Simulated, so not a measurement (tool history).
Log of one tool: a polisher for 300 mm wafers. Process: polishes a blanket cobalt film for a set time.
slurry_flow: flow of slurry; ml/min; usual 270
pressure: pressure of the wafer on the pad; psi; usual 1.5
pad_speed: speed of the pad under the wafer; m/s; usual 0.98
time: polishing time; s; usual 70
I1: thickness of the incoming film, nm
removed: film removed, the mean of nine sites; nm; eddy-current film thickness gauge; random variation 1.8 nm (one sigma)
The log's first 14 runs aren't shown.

run 15 hour=374.9 | slurry_flow=270 pressure=1.5 pad_speed=0.98 time=70 | I1=1587.7 | removed=208.2
run 16 hour=390.2 | slurry_flow=270 pressure=1.5 pad_speed=0.98 time=70 | I1=1578.6 | removed=209.4
-- hour=401 worn pad replaced by a new one
run 17 hour=415.8 | slurry_flow=245 pressure=1.5 pad_speed=0.98 time=53 | I1=1562.3 | removed=154.5
run 18 hour=444.5 | slurry_flow=320 pressure=1.5 pad_speed=0.66 time=70 | I1=1568.6 | removed=154.8
run 19 hour=474.9 | slurry_flow=270 pressure=1.5 pad_speed=0.78 time=85 | I1=1585 | removed=208.3
run 20 hour=490.9 | slurry_flow=270 pressure=1.5 pad_speed=0.98 time=70 | I1=1595.1 | removed=202.8
-- hour=496.6 head pressure recalibrated
-- hour=507.1 slurry nozzle cleaned
run 21 hour=519.3 | slurry_flow=270 pressure=1.5 pad_speed=1.16 time=89 | I1=1571.1 | removed=309.2
run 22 hour=535.6 | slurry_flow=245 pressure=1.5 pad_speed=0.72 time=62 | I1=1605.4 | removed=149.8
run 23 hour=570.5 | slurry_flow=270 pressure=1.1 pad_speed=1.32 time=70 | I1=1577.8 | removed=201.5
run 24 hour=586.6 | slurry_flow=270 pressure=1.5 pad_speed=0.98 time=70 | I1=1579.8 | removed=217.2
run 25 hour=613.9 | slurry_flow=270 pressure=1.5 pad_speed=0.98 time=70 | I1=1603 | removed=210.7
-- hour=629.1 worn pad replaced by a new one
run 26 hour=633.7 | slurry_flow=270 pressure=1.5 pad_speed=0.98 time=79 | I1=1577.5 | removed=246.7
run 27 hour=664.1 | slurry_flow=270 pressure=1.6 pad_speed=0.98 time=60 | I1=1579.7 | removed=193.6
run 28 hour=688.4 | slurry_flow=195 pressure=1.9 pad_speed=1.26 time=62 | I1=1566.7 | removed=285.6
run 29 hour=716.8 | slurry_flow=270 pressure=1.5 pad_speed=0.98 time=70 | I1=1608 | removed=215.5

Run 30 comes next. What will it give?
run 30 hour=736.5 | slurry_flow=270 pressure=1.5 pad_speed=0.66 time=70 | I1=1590.8 | removed=?

removed: 158.3 nm
Without the tool's hidden state the same run would have given removed 159.1 nm.
